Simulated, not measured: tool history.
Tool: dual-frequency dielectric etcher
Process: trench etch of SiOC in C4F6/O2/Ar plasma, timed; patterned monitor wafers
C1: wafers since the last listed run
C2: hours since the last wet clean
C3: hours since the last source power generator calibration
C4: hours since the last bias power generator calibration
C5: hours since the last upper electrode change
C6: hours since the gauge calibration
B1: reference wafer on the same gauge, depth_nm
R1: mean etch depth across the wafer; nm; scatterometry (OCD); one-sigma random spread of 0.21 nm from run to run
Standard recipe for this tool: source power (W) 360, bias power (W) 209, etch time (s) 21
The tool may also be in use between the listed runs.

{"run": 1, "hour": 0.0, "source power (W)": 360, "bias power (W)": 209, "etch time (s)": 21, "C1": 0, "C2": 239.1, "C3": 3383.6, "C4": 2050.7, "C5": 3859.5, "C6": 162, "B1": 45.28, "R1": 46.32}
{"run": 2, "hour": 23.3, "source power (W)": 360, "bias power (W)": 209, "etch time (s)": 21, "C1": 300, "C2": 262.4, "C3": 3406.9, "C4": 2074, "C5": 3882.8, "C6": 185.3, "B1": 45.18, "R1": 46.35}
{"run": 3, "hour": 58.0, "source power (W)": 360, "bias power (W)": 209, "etch time (s)": 21, "C1": 448, "C2": 297.1, "C3": 3441.6, "C4": 2108.7, "C5": 3917.5, "C6": 220, "B1": 45.2, "R1": 46.59}
{"run": 4, "hour": 89.8, "source power (W)": 360, "bias power (W)": 209, "etch time (s)": 21, "C1": 410, "C2": 328.9, "C3": 3473.4, "C4": 2140.5, "C5": 3949.3, "C6": 251.8, "B1": 45.19, "R1": 46.01}
{"run": 5, "hour": 105.8, "source power (W)": 360, "bias power (W)": 209, "etch time (s)": 21, "C1": 206, "C2": 344.9, "C3": 3489.4, "C4": 2156.5, "C5": 3965.3, "C6": 267.8, "B1": 45.31, "R1": 46.39}
{"run": 6, "hour": 133.5, "source power (W)": 360, "bias power (W)": 209, "etch time (s)": 21, "C1": 357, "C2": 372.6, "C3": 3517.1, "C4": 2184.2, "C5": 3993, "C6": 295.5, "B1": 45.24, "R1": 46.3}
{"run": 7, "hour": 148.5, "source power (W)": 360, "bias power (W)": 184, "etch time (s)": 21, "C1": 193, "C2": 387.6, "C3": 3532.1, "C4": 2199.2, "C5": 4008, "C6": 310.5, "B1": 45.22, "R1": 44.33}
{"hour": 184.1, "done": "gauge calibrated"}
{"run": 8, "hour": 184.2, "source power (W)": 360, "bias power (W)": 184, "etch time (s)": 21, "C1": 461, "C2": 423.3, "C3": 3567.8, "C4": 2234.9, "C5": 4043.7, "C6": 0.1, "B1": 45.31, "R1": 44.34}
{"run": 9, "hour": 197.1, "source power (W)": 400, "bias power (W)": 209, "etch time (s)": 21, "C1": 166, "C2": 436.2, "C3": 3580.7, "C4": 2247.8, "C5": 4056.6, "C6": 13, "B1": 45.24, "R1": 47.72}
{"run": 10, "hour": 211.3, "source power (W)": 360, "bias power (W)": 209, "etch time (s)": 21, "C1": 183, "C2": 450.4, "C3": 3594.9, "C4": 2262, "C5": 4070.8, "C6": 27.2, "B1": 45.21, "R1": 46.38}
{"run": 11, "hour": 230.8, "source power (W)": 360, "bias power (W)": 209, "etch time (s)": 21, "C1": 251, "C2": 469.9, "C3": 3614.4, "C4": 2281.5, "C5": 4090.3, "C6": 46.7, "B1": 45.18, "R1": 46.63}
{"run": 12, "hour": 247.7, "source power (W)": 360, "bias power (W)": 209, "etch time (s)": 21, "C1": 218, "C2": 486.8, "C3": 3631.3, "C4": 2298.4, "C5": 4107.2, "C6": 63.6, "B1": 45.23, "R1": 46.43}
{"run": 13, "hour": 272.0, "source power (W)": 360, "bias power (W)": 209, "etch time (s)": 21, "C1": 313, "C2": 511.1, "C3": 3655.6, "C4": 2322.7, "C5": 4131.5, "C6": 87.9, "B1": 45.21, "R1": 46.79}
{"run": 14, "hour": 289.7, "source power (W)": 360, "bias power (W)": 209, "etch time (s)": 21, "C1": 228, "C2": 528.8, "C3": 3673.3, "C4": 2340.4, "C5": 4149.2, "C6": 105.6, "B1": 45.11, "R1": 46.29}
{"hour": 317.4, "done": "wet clean of the chamber"}
{"run": 15, "hour": 317.9, "source power (W)": 360, "bias power (W)": 209, "etch time (s)": 21, "C1": 54, "C2": 0.5, "C3": 3701.5, "C4": 2368.6, "C5": 4177.4, "C6": 133.8, "B1": 45.16, "R1": 46.45}
{"run": 16, "hour": 341.5, "source power (W)": 290, "bias power (W)": 209, "etch time (s)": 23.5, "C1": 304, "C2": 24.1, "C3": 3725.1, "C4": 2392.2, "C5": 4201, "C6": 157.4, "B1": 45.14, "R1": 48.6}
{"run": 17, "hour": 358.1, "source power (W)": 360, "bias power (W)": 209, "etch time (s)": 15.5, "C1": 214, "C2": 40.7, "C3": 3741.7, "C4": 2408.8, "C5": 4217.6, "C6": 174, "B1": 45.24, "R1": 34.5}
{"hour": 387.6, "done": "source power generator calibrated"}
{"run": 18, "hour": 389.1, "source power (W)": 360, "bias power (W)": 209, "etch time (s)": 24.5, "C1": 348, "C2": 71.7, "C3": 1.5, "C4": 2439.8, "C5": 4248.6, "C6": 205, "B1": 45.16, "R1": 53.75}
{"hour": 396.7, "done": "bias power generator calibrated"}
{"hour": 431.9, "done": "upper electrode replaced"}
{"run": 19, "hour": 432.4, "source power (W)": 440, "bias power (W)": 209, "etch time (s)": 21, "C1": 197, "C2": 115, "C3": 44.8, "C4": 35.7, "C5": 0.5, "C6": 248.3, "B1": 45.15, "R1": 49.72}
{"run": 20, "hour": 449.8, "source power (W)": 290, "bias power (W)": 188, "etch time (s)": 24, "C1": 224, "C2": 132.4, "C3": 62.2, "C4": 53.1, "C5": 17.9, "C6": 265.7, "B1": 45.25, "R1": 47.55}
{"run": 21, "hour": 462.8, "source power (W)": 400, "bias power (W)": 252, "etch time (s)": 16.5, "C1": 167, "C2": 145.4, "C3": 75.2, "C4": 66.1, "C5": 30.9, "C6": 278.7, "B1": 45.16, "R1": 40.33}
{"run": 22, "hour": 482.9, "source power (W)": 320, "bias power (W)": 209, "etch time (s)": 21, "C1": 259, "C2": 165.5, "C3": 95.3, "C4": 86.2, "C5": 51, "C6": 298.8, "B1": 45.19, "R1": 44.7}
{"run": 23, "hour": 498.5, "source power (W)": 360, "bias power (W)": 209, "etch time (s)": 23.5, "C1": 201, "C2": 181.1, "C3": 110.9, "C4": 101.8, "C5": 66.6, "C6": 314.4, "B1": 45.24, "R1": 52.08}
{"run": 24, "hour": 523.5, "source power (W)": 360, "bias power (W)": 209, "etch time (s)": 21, "C1": 322, "C2": 206.1, "C3": 135.9, "C4": 126.8, "C5": 91.6, "C6": 339.4, "B1": 45.21, "R1": 46.54}
{"hour": 525.6, "done": "gauge calibrated"}
{"run": 25, "hour": 558.3, "source power (W)": 360, "bias power (W)": 209, "etch time (s)": 26, "C1": 449, "C2": 240.9, "C3": 170.7, "C4": 161.6, "C5": 126.4, "C6": 32.7, "B1": 45.15, "R1": 57.24}
{"run": 26, "hour": 601.8, "source power (W)": 360, "bias power (W)": 209, "etch time (s)": 21, "C1": 561, "C2": 284.4, "C3": 214.2, "C4": 205.1, "C5": 169.9, "C6": 76.2, "B1": 45.23, "R1": 46.94}
{"run": 27, "hour": 637.7, "source power (W)": 360, "bias power (W)": 159, "etch time (s)": 21, "C1": 463, "C2": 320.3, "C3": 250.1, "C4": 241, "C5": 205.8, "C6": 112.1, "B1": 45.26, "R1": 43.04}
{"run": 28, "hour": 653.7, "source power (W)": 430, "bias power (W)": 182, "etch time (s)": 21, "C1": 206, "C2": 336.3, "C3": 266.1, "C4": 257, "C5": 221.8, "C6": 128.1, "B1": 45.24, "R1": 47}
{"run": 29, "hour": 666.2, "source power (W)": 360, "bias power (W)": 209, "etch time (s)": 21, "C1": 161, "C2": 348.8, "C3": 278.6, "C4": 269.5, "C5": 234.3, "C6": 140.6, "B1": 45.09, "R1": 46.32}
{"run": 30, "hour": 689.7, "source power (W)": 290, "bias power (W)": 209, "etch time (s)": 21, "C1": 303, "C2": 372.3, "C3": 302.1, "C4": 293, "C5": 257.8, "C6": 164.1, "B1": 45.18, "R1": 43.34}

Here are 4 independent what-if runs from the current tool condition. What would each one return?
{"run": "A", "hour": 690.1, "source power (W)": 360, "bias power (W)": 209, "etch time (s)": 17, "C1": 5, "C2": 372.7, "C3": 302.5, "C4": 293.4, "C5": 258.2, "C6": 164.5, "B1": "?", "R1": "?"}
{"run": "B", "hour": 690.1, "source power (W)": 360, "bias power (W)": 254, "etch time (s)": 15.5, "C1": 5, "C2": 372.7, "C3": 302.5, "C4": 293.4, "C5": 258.2, "C6": 164.5, "B1": "?", "R1": "?"}
{"run": "C", "hour": 690.1, "source power (W)": 430, "bias power (W)": 164, "etch time (s)": 18, "C1": 5, "C2": 372.7, "C3": 302.5, "C4": 293.4, "C5": 258.2, "C6": 164.5, "B1": "?", "R1": "?"}
{"run": "D", "hour": 690.1, "source power (W)": 290, "bias power (W)": 209, "etch time (s)": 25.5, "C1": 5, "C2": 372.7, "C3": 302.5, "C4": 293.4, "C5": 258.2, "C6": 164.5, "B1": "?", "R1": "?"}

run=A B1=45.25 R1=37.81
run=B B1=45.25 R1=36.77
run=C B1=45.25 R1=39.34
run=D B1=45.25 R1=52.98
Without the tool's hidden state the same runs would have given:
run=A R1=37.81
run=B R1=36.77
run=C R1=39.34
run=D R1=52.98
